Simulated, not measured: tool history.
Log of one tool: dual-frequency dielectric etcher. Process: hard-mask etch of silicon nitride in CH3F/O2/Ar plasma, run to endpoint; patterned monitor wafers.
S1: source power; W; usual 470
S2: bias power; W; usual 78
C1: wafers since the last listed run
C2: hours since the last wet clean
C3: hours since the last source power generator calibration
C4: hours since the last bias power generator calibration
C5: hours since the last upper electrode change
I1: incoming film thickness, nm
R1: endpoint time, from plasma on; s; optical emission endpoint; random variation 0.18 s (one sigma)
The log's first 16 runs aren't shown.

| run | day | S1 | S2 | C1 | C2 | C3 | C4 | C5 | I1 | R1 |
|---|---|---|---|---|---|---|---|---|---|---|
| 17 | 32.146 | 550 | 90 | 698 | 179 | 4312.7 | 2603.9 | 358.7 | 43.31 | 52.6 |
| 18 | 34.992 | 470 | 78 | 917 | 247.3 | 4381 | 2672.2 | 427 | 43.08 | 60.3 |
|  | 35.612 | source power generator calibrated |
| 19 | 36.412 | 520 | 63 | 404 | 281.4 | 19.2 | 2706.3 | 461.1 | 43.27 | 65.2 |
|  | 37.104 | bias power generator calibrated |
| 20 | 37.85 | 470 | 63 | 409 | 315.9 | 53.7 | 17.9 | 495.6 | 43.1 | 65.7 |
| 21 | 39.329 | 530 | 68 | 476 | 351.4 | 89.2 | 53.4 | 531.1 | 43.6 | 60.9 |
| 22 | 41.438 | 420 | 59 | 679 | 402 | 139.8 | 104 | 581.7 | 43.77 | 73.3 |
| 23 | 43.021 | 400 | 87 | 510 | 440 | 177.8 | 142 | 619.7 | 43.51 | 59.9 |
| 24 | 44.362 | 590 | 92 | 432 | 472.2 | 210 | 174.2 | 651.9 | 43.06 | 49.2 |
| 25 | 45.846 | 580 | 58 | 478 | 507.8 | 245.6 | 209.8 | 687.5 | 43.23 | 63.9 |
| 26 | 48.042 | 470 | 78 | 707 | 560.5 | 298.3 | 262.5 | 740.2 | 43.55 | 59.7 |
|  | 49.267 | wet clean of the chamber |
| 27 | 50.196 | 360 | 98 | 372 | 22.3 | 350 | 314.2 | 791.9 | 43.55 | 58.5 |

Run 28 comes next. What will it give?
| 28 | 51.888 | 470 | 94 | 545 | 62.9 | 390.6 | 354.8 | 832.5 | 43.73 | ? |

R1: 53.8 s
Without the tool's hidden state the same run would have given R1 53.3 s.
